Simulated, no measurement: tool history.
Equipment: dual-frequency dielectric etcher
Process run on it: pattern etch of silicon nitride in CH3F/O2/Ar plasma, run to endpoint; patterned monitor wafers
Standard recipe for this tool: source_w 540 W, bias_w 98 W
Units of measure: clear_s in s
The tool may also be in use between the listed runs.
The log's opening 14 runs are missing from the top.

| run | hour | source_w | bias_w | incoming incoming film thickness, nm | clear_s |
|---|---|---|---|---|---|
| 15 | 975.1 | 540 | 98 | 29.65 | 35.6 |
| 16 | 1064.6 | 500 | 98 | 29.68 | 35.9 |
| 17 | 1137.9 | 420 | 118 | 29.66 | 35.1 |
|  | 1182.7 | source power generator calibrated |
| 18 | 1224.8 | 540 | 80 | 29.77 | 37.1 |
| 19 | 1304.8 | 420 | 118 | 29.94 | 35.0 |
|  | 1357.5 | wet clean of the chamber |
| 20 | 1409.9 | 500 | 79 | 29.85 | 39.1 |
| 21 | 1468.9 | 490 | 79 | 29.71 | 38.9 |
| 22 | 1545.1 | 430 | 114 | 29.71 | 35.5 |
| 23 | 1601.6 | 430 | 86 | 29.91 | 38.7 |
| 24 | 1707.1 | 540 | 98 | 29.72 | 35.0 |
| 25 | 1767.2 | 600 | 119 | 29.86 | 32.2 |
|  | 1837.2 | bias power generator calibrated |
| 26 | 1863.7 | 410 | 98 | 29.65 | 36.4 |
| 27 | 1966.3 | 540 | 79 | 29.51 | 36.2 |
|  | 2016.5 | wet clean of the chamber |
| 28 | 2055.3 | 590 | 80 | 30.02 | 38.4 |
| 29 | 2162.3 | 540 | 87 | 29.54 | 37.1 |
| 30 | 2210.7 | 450 | 119 | 29.71 | 35.2 |
| 31 | 2305.8 | 650 | 86 | 29.58 | 35.2 |
| 32 | 2364.9 | 540 | 98 | 29.66 | 35.0 |
|  | 2582.2 | wet clean of the chamber |
| 33 | 2643.2 | 490 | 79 | 29.71 | 39.1 |
| 34 | 2683.0 | 470 | 117 | 29.81 | 35.1 |

Consider 5 possible next runs. They are alternatives, not a sequence: every one starts from the tool as it was left by run 34. What does each give?
| A | 2683.4 | 540 | 121 | 29.66 | ? |
| B | 2683.4 | 410 | 80 | 29.66 | ? |
| C | 2683.4 | 430 | 75 | 29.66 | ? |
| D | 2683.4 | 460 | 98 | 29.66 | ? |
| E | 2683.4 | 460 | 89 | 29.66 | ? |

| run | clear_s |
|---|---|
| A | 33.5 |
| B | 40.1 |
| C | 40.4 |
| D | 37.0 |
| E | 38.0 |
With the hidden condition removed and each run's random variation left untouched, the same runs would have given:
| run | clear_s |
|---|---|
| A | 34.1 |
| B | 40.8 |
| C | 41.1 |
| D | 37.6 |
| E | 38.7 |
